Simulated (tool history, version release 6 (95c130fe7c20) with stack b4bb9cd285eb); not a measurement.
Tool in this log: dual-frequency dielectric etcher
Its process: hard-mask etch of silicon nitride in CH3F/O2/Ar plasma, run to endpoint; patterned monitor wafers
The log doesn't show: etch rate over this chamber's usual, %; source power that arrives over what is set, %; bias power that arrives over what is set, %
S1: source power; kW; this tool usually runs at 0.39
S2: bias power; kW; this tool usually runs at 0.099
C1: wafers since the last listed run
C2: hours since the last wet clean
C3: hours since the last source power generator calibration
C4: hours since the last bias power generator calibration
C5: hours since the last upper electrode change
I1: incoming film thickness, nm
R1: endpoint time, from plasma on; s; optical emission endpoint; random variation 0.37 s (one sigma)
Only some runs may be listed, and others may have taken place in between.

run,hour,S1,S2,C1,C2,C3,C4,C5,I1,R1
1,0,0.33,0.099,0,111.7,1854.7,3857,5062,53.5,76.7
2,62.6,0.39,0.099,544,174.3,1917.3,3919.6,5124.6,53,73.7
3,90.8,0.35,0.099,245,202.5,1945.5,3947.8,5152.8,53.2,75.2
4,116.6,0.35,0.099,224,228.3,1971.3,3973.6,5178.6,53.3,75.2
5,149.6,0.39,0.099,287,261.3,2004.3,4006.6,5211.6,53.3,73.6
6,198.1,0.39,0.099,421,309.8,2052.8,4055.1,5260.1,53.2,72.6
7,227.7,0.39,0.099,257,339.4,2082.4,4084.7,5289.7,53,72.4
8,266.2,0.42,0.099,334,377.9,2120.9,4123.2,5328.2,52.5,69.8
# hour 328.4: wet clean of the chamber
9,332.3,0.39,0.099,366,3.9,2187,4189.3,5394.3,53.2,76.2
10,398,0.39,0.099,571,69.6,2252.7,4255,5460,53.4,75.9
11,457,0.39,0.099,513,128.6,2311.7,4314,5519,53.1,74.9
# hour 493: upper electrode replaced
12,493.5,0.39,0.099,108,165.1,2348.2,4350.5,0.5,53.3,74.3
13,522.7,0.39,0.099,254,194.3,2377.4,4379.7,29.7,52.6,72.7
14,555.6,0.39,0.099,286,227.2,2410.3,4412.6,62.6,53.2,73.3
15,586.7,0.39,0.099,270,258.3,2441.4,4443.7,93.7,53.2,73.7
16,654.5,0.47,0.082,589,326.1,2509.2,4511.5,161.5,53.1,75.2
# hour 728.1: wet clean of the chamber
17,728.6,0.45,0.123,435,0.5,2583.3,4585.6,235.6,52.5,67.6
18,761,0.3,0.099,281,32.9,2615.7,4618,268,53.4,81.1
19,832.6,0.3,0.109,622,104.5,2687.3,4689.6,339.6,53.8,77.5
20,903.5,0.39,0.099,616,175.4,2758.2,4760.5,410.5,53,74.6
# hour 942.2: bias power generator calibrated
21,999,0.39,0.12,796,270.9,2853.7,56.8,506,53.2,69.2
22,1030,0.35,0.123,269,301.9,2884.7,87.8,537,53.3,70.1
# hour 1054.7: source power generator calibrated
# hour 1193.5: wet clean of the chamber
23,1237.4,0.47,0.089,1560,43.9,182.7,295.2,744.4,53.3,74.6
24,1288.6,0.33,0.115,445,95.1,233.9,346.4,795.6,53.1,73.3
25,1314.7,0.39,0.099,227,121.2,260,372.5,821.7,53.2,74.3
26,1359.6,0.48,0.084,390,166.1,304.9,417.4,866.6,52.9,74.5
27,1417.4,0.39,0.118,502,223.9,362.7,475.2,924.4,53.2,69.3
28,1450.6,0.39,0.099,288,257.1,395.9,508.4,957.6,53.8,74.7
29,1477.8,0.29,0.124,236,284.3,423.1,535.6,984.8,53.4,71.6
30,1528.1,0.3,0.079,437,334.6,473.4,585.9,1035.1,52.9,82.7
# hour 1559.2: wet clean of the chamber
31,1559.7,0.44,0.122,66,0.5,505,617.5,1066.7,53.1,68.7
32,1605.4,0.48,0.099,397,46.2,550.7,663.2,1112.4,52.8,71.8
33,1648.9,0.35,0.099,378,89.7,594.2,706.7,1155.9,52.6,77.2
34,1685.8,0.43,0.112,321,126.6,631.1,743.6,1192.8,53.2,70
35,1722.2,0.32,0.106,316,163,667.5,780,1229.2,53.4,75.6

The next listed run, before its measurement:
36,1762.1,0.39,0.099,347,202.9,707.4,819.9,1269.1,53.8,?

Run 36 gave R1 75.8 s.
Had the tool carried no hidden state, the very same run would have given R1 77.6 s.

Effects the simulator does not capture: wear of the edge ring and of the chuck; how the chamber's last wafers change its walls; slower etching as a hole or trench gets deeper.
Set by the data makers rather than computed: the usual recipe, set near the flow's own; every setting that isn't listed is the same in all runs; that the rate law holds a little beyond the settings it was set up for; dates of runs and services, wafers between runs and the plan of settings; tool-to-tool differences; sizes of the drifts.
